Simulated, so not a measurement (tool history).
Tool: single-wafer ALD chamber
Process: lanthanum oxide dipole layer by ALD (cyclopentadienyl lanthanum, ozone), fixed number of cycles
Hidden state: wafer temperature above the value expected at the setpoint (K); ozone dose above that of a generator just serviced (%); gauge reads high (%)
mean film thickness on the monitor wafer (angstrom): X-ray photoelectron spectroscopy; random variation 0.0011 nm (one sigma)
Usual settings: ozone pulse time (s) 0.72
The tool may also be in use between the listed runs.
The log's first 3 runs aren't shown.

run     day  ozone pulse time (s)  wafers since the last listed run  hours since the last thermocouple change  hours since the last ozone generator service  hours since the showerhead was replaced  hours since the gauge calibration  read-back reference wafer on the same gauge, thickness_nm  mean film thickness on the monitor wafer (angstrom)
     10.662  -- ozone generator serviced
  4  10.683                  0.72                              1196                                     441.2                                           0.5                                   3992.3                              944.3                                                      0.367                                                 4.25
  5  12.142                  0.72                               679                                     476.2                                          35.5                                   4027.3                              979.3                                                      0.367                                                 4.23
  6  14.804                  0.72                              1241                                     540.1                                          99.4                                   4091.2                             1043.2                                                      0.367                                                 4.25
  7  18.496                  0.56                              1721                                     628.7                                         188.0                                   4179.8                             1131.8                                                      0.367                                                 3.44
  8  20.400                  0.61                               887                                     674.4                                         233.7                                   4225.5                             1177.5                                                      0.367                                                 3.72
  9  24.229                  0.61                              1785                                     766.3                                         325.6                                   4317.4                             1269.4                                                      0.367                                                 3.72
 10  28.704                  0.92                              2086                                     873.7                                         433.0                                   4424.8                             1376.8                                                      0.367                                                 4.80
 11  32.171                  0.92                              1616                                     956.9                                         516.2                                   4508.0                             1460.0                                                      0.367                                                 4.77
 12  35.296                  0.72                              1456                                    1031.9                                         591.2                                   4583.0                             1535.0                                                      0.367                                                 4.18
 13  38.467                  0.72                              1478                                    1108.0                                         667.3                                   4659.1                             1611.1                                                      0.367                                                 4.18
 14  42.608                  0.54                              1930                                    1207.4                                         766.7                                   4758.5                             1710.5                                                      0.367                                                 3.27
 15  46.600                  0.82                              1861                                    1303.2                                         862.5                                   4854.3                             1806.3                                                      0.367                                                 4.51
 16  49.558                  0.82                              1379                                    1374.2                                         933.5                                   4925.3                             1877.3                                                      0.367                                                 4.51
 17  53.692                  0.63                              1927                                    1473.4                                        1032.7                                   5024.5                             1976.5                                                      0.367                                                 3.78
 18  56.354                  0.72                              1241                                    1537.3                                        1096.6                                   5088.4                             2040.4                                                      0.367                                                 4.17
 19  59.854                  0.72                              1631                                    1621.3                                        1180.6                                   5172.4                             2124.4                                                      0.367                                                 4.15
     62.692  -- ozone generator serviced
 20  63.996                  0.72                              1775                                    1720.7                                          31.3                                   5271.8                             2223.8                                                      0.367                                                 4.23

The next listed run, before its measurement:
 21  65.971                  0.51                               920                                    1768.1                                          78.7                                   5319.2                             2271.2                                                          ?                                                    ?

read-back reference wafer on the same gauge, thickness_nm: 0.367
mean film thickness on the monitor wafer (angstrom): 3.14
Without the tool's hidden state the same run would have given mean film thickness on the monitor wafer (angstrom) 3.16.
